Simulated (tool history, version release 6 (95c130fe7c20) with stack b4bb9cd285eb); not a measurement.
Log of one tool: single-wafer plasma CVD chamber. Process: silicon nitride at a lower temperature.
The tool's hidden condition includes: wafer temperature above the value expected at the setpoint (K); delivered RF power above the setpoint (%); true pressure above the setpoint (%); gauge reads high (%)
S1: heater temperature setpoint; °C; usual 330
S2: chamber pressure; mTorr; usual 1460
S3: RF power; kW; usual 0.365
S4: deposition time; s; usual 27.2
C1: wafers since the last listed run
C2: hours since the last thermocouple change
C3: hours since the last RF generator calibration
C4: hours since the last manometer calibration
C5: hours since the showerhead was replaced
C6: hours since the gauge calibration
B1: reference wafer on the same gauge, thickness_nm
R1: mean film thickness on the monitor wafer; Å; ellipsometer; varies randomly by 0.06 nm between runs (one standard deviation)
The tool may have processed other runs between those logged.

| run | hour | S1 | S2 | S3 | S4 | C1 | C2 | C3 | C4 | C5 | C6 | B1 | R1 |
|---|---|---|---|---|---|---|---|---|---|---|---|---|---|
| 1 | 0 | 325 | 1460 | 0.4 | 27.2 | 0 | 1566.5 | 2133.9 | 2278.5 | 3094.3 | 130.4 | 28.799 | 343.48 |
| 2 | 15.4 | 330 | 1460 | 0.365 | 27.2 | 566 | 1581.9 | 2149.3 | 2293.9 | 3109.7 | 145.8 | 28.806 | 318.63 |
| 3 | 29.5 | 330 | 1460 | 0.365 | 27.2 | 518 | 1596 | 2163.4 | 2308 | 3123.8 | 159.9 | 28.793 | 316.76 |
| 4 | 37.8 | 330 | 1460 | 0.365 | 27.2 | 305 | 1604.3 | 2171.7 | 2316.3 | 3132.1 | 168.2 | 28.8 | 316.96 |
| 5 | 55.6 | 330 | 1460 | 0.365 | 27.2 | 655 | 1622.1 | 2189.5 | 2334.1 | 3149.9 | 186 | 28.792 | 317.43 |
| 6 | 66.3 | 319 | 1460 | 0.32 | 27.2 | 393 | 1632.8 | 2200.2 | 2344.8 | 3160.6 | 196.7 | 28.808 | 282.32 |
| 7 | 77.7 | 319 | 1460 | 0.32 | 27.2 | 419 | 1644.2 | 2211.6 | 2356.2 | 3172 | 208.1 | 28.783 | 282.23 |
| 8 | 91.7 | 319 | 1460 | 0.32 | 27.2 | 515 | 1658.2 | 2225.6 | 2370.2 | 3186 | 222.1 | 28.803 | 282.59 |
| 9 | 99.7 | 335 | 1460 | 0.365 | 28.9 | 294 | 1666.2 | 2233.6 | 2378.2 | 3194 | 230.1 | 28.791 | 336.57 |
|  | 112.3 | gauge calibrated |
|  | 120 | RF generator calibrated |
|  | 121.3 | capacitance manometer re-zeroed and calibrated |
| 10 | 121.8 | 335 | 1460 | 0.365 | 28.9 | 470 | 1688.3 | 1.8 | 0.5 | 3216.1 | 9.5 | 28.812 | 361.65 |
| 11 | 122.1 | 330 | 1460 | 0.365 | 27.2 | 11 | 1688.6 | 2.1 | 0.8 | 3216.4 | 9.8 | 28.803 | 341.13 |
| 12 | 129.4 | 330 | 1360 | 0.425 | 31.4 | 268 | 1695.9 | 9.4 | 8.1 | 3223.7 | 17.1 | 28.792 | 434.65 |
| 13 | 137.2 | 330 | 1460 | 0.335 | 22.3 | 287 | 1703.7 | 17.2 | 15.9 | 3231.5 | 24.9 | 28.803 | 259.42 |
|  | 155.4 | thermocouple changed; heater temperature recalibrated |
| 14 | 155.9 | 323 | 1460 | 0.365 | 22.6 | 393 | 0.5 | 35.9 | 34.6 | 3250.2 | 43.6 | 28.791 | 283.61 |
|  | 186.8 | showerhead replaced |
| 15 | 197.8 | 330 | 1460 | 0.365 | 27.2 | 1247 | 42.4 | 77.8 | 76.5 | 11 | 85.5 | 28.81 | 339.79 |
| 16 | 209.3 | 341 | 1460 | 0.365 | 27.2 | 423 | 53.9 | 89.3 | 88 | 22.5 | 97 | 28.812 | 337.03 |
| 17 | 216.3 | 336 | 1280 | 0.365 | 27.2 | 257 | 60.9 | 96.3 | 95 | 29.5 | 104 | 28.798 | 323.42 |
| 18 | 224.6 | 330 | 1460 | 0.335 | 22.3 | 305 | 69.2 | 104.6 | 103.3 | 37.8 | 112.3 | 28.789 | 257.99 |
| 19 | 236 | 330 | 1460 | 0.365 | 27.2 | 419 | 80.6 | 116 | 114.7 | 49.2 | 123.7 | 28.807 | 337.97 |
| 20 | 248.7 | 330 | 1460 | 0.365 | 27.2 | 467 | 93.3 | 128.7 | 127.4 | 61.9 | 136.4 | 28.809 | 336.95 |
| 21 | 256.9 | 330 | 1460 | 0.365 | 27.2 | 301 | 101.5 | 136.9 | 135.6 | 70.1 | 144.6 | 28.805 | 337.57 |
| 22 | 264.4 | 330 | 1460 | 0.335 | 27.2 | 276 | 109 | 144.4 | 143.1 | 77.6 | 152.1 | 28.803 | 312.98 |
| 23 | 273.7 | 330 | 1290 | 0.32 | 27.2 | 342 | 118.3 | 153.7 | 152.4 | 86.9 | 161.4 | 28.803 | 288.89 |

Alternative continuations, all from the tool just after run 23; predict every row:
| A | 274.1 | 340 | 1460 | 0.365 | 27.2 | 14 | 118.7 | 154.1 | 152.8 | 87.3 | 161.8 | ? | ? |
| B | 274.1 | 330 | 1460 | 0.415 | 24 | 14 | 118.7 | 154.1 | 152.8 | 87.3 | 161.8 | ? | ? |
| C | 274.1 | 319 | 1610 | 0.345 | 29.4 | 14 | 118.7 | 154.1 | 152.8 | 87.3 | 161.8 | ? | ? |

| run | B1 | R1 |
|---|---|---|
| A | 28.789 | 336.46 |
| B | 28.789 | 330.33 |
| C | 28.789 | 359.9 |
With the hidden condition removed and each run's random variation left untouched, the same runs would have given:
| run | R1 |
|---|---|
| A | 342.93 |
| B | 336.27 |
| C | 366.86 |

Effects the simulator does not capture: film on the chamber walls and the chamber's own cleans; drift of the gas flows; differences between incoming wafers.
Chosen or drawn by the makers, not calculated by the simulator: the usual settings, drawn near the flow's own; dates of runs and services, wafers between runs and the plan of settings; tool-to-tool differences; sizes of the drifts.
